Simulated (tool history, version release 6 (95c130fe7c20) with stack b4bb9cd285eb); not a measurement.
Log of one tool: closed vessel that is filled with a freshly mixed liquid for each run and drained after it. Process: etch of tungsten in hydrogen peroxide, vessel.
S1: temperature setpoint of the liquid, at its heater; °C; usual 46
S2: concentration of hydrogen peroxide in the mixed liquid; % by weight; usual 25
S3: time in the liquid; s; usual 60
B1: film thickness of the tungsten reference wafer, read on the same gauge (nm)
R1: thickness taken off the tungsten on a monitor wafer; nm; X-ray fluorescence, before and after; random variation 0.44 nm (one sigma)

run	hour	S1	S2	S3	B1	R1
1	0	46	30	60	130.03	61.56
2	65.8	46	25	60	130.02	55.95
# hour 86.6: new drum of peroxide connected
3	153.9	46	25	60	129.99	57.11
4	250.3	46	25	40	130.01	37.84
# hour 271.9: peroxide flow meter replaced
5	307.4	46	25	40	130.02	38.1
6	412.1	46	25	60	130.02	57.39
7	541.4	46	21.5	85	130.01	74.83
8	623.3	46	21.5	85	129.96	74.71
# hour 713.6: new drum of peroxide connected
9	718.2	46	21.5	85	129.99	72.18
10	812.7	46	29	60	130	59.77
11	897.2	46	25	60	129.99	54.73
12	974.2	46	25	60	130.01	54.76
# hour 1147.3: new drum of peroxide connected, repeated, since the last time left the tool worse
# hour 1269.9: peroxide flow meter replaced
13	1285.5	46	25	60	129.99	58.34
14	1360.8	46	25	60	130.01	57.15
15	1450.9	39	22.5	35	129.96	20.41
16	1547.4	46	25	60	130	57.31
17	1588.6	41	17.5	70	129.99	40.42
18	1673.9	46	23	70	130	63.16
# hour 1735.2: thermometer replaced
19	1769.1	53.5	25	60	129.99	90.01
# hour 1794.3: new drum of peroxide connected
20	2075	39.5	27	75	130	48.93
# hour 2154.5: gauge calibrated
21	2170.9	46	25	80	130.04	75.92
22	2258	41.5	27.5	85	129.97	63.92
23	2360.2	46	25	60	130	56.49
# hour 2401.9: peroxide flow meter replaced
24	2440.2	46	25	60	130.02	56.69
# hour 2449.5: new drum of peroxide connected
25	2512.8	55	25	60	130.03	98.87
26	2578.7	46	25	60	129.99	58.17
27	2673.3	46	25	60	130	57.08
28	2724.6	54.5	25	60	130.02	95.24
29	3007.3	54	25	60	129.99	92.06

4 ways to go on from here, each from the tool as it stands after run 29. What would each give?
A	3008	46	25	60	?	?
B	3008	41.5	25	60	?	?
C	3008	36	22	35	?	?
D	3008	46	25	90	?	?

run	B1	R1
A	129.97	57.2
B	129.97	42.97
C	129.97	16.39
D	129.97	85.8
Without the tool's hidden state the same runs would have given:
run	R1
A	58.27
B	43.78
C	16.7
D	87.41
